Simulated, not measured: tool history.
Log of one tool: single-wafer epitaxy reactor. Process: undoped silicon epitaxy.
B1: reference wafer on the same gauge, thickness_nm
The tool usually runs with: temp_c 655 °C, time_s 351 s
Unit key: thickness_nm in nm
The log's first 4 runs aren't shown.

{"run": 5, "hour": 46.1, "temp_c": 647, "time_s": 373, "B1": 68.364, "thickness_nm": 65.765}
{"run": 6, "hour": 61.0, "temp_c": 647, "time_s": 373, "B1": 68.42, "thickness_nm": 66.002}
{"run": 7, "hour": 74.9, "temp_c": 664, "time_s": 351, "B1": 68.443, "thickness_nm": 88.547}
{"run": 8, "hour": 108.7, "temp_c": 664, "time_s": 351, "B1": 68.378, "thickness_nm": 88.146}
{"run": 9, "hour": 123.0, "temp_c": 655, "time_s": 331, "B1": 68.37, "thickness_nm": 68.837}
{"run": 10, "hour": 133.0, "temp_c": 655, "time_s": 331, "B1": 68.419, "thickness_nm": 69.07}
{"run": 11, "hour": 149.3, "temp_c": 655, "time_s": 331, "B1": 68.366, "thickness_nm": 69.5}
{"run": 12, "hour": 165.9, "temp_c": 655, "time_s": 351, "B1": 68.415, "thickness_nm": 73.7}
{"hour": 173.8, "done": "gauge calibrated"}
{"run": 13, "hour": 202.3, "temp_c": 655, "time_s": 351, "B1": 68.361, "thickness_nm": 74.131}
{"run": 14, "hour": 211.9, "temp_c": 647, "time_s": 351, "B1": 68.389, "thickness_nm": 62.733}
{"run": 15, "hour": 228.7, "temp_c": 647, "time_s": 351, "B1": 68.335, "thickness_nm": 62.659}
{"run": 16, "hour": 234.8, "temp_c": 647, "time_s": 351, "B1": 68.392, "thickness_nm": 62.827}
{"run": 17, "hour": 249.3, "temp_c": 655, "time_s": 351, "B1": 68.424, "thickness_nm": 74.398}

Forecast run 18:
{"run": 18, "hour": 260.3, "temp_c": 655, "time_s": 293, "B1": "?", "thickness_nm": "?"}

Run 18 yielded B1 68.416, thickness_nm 61.94 nm.
Minus the tool's unlogged condition, the same run would have read thickness_nm 55.851 nm.
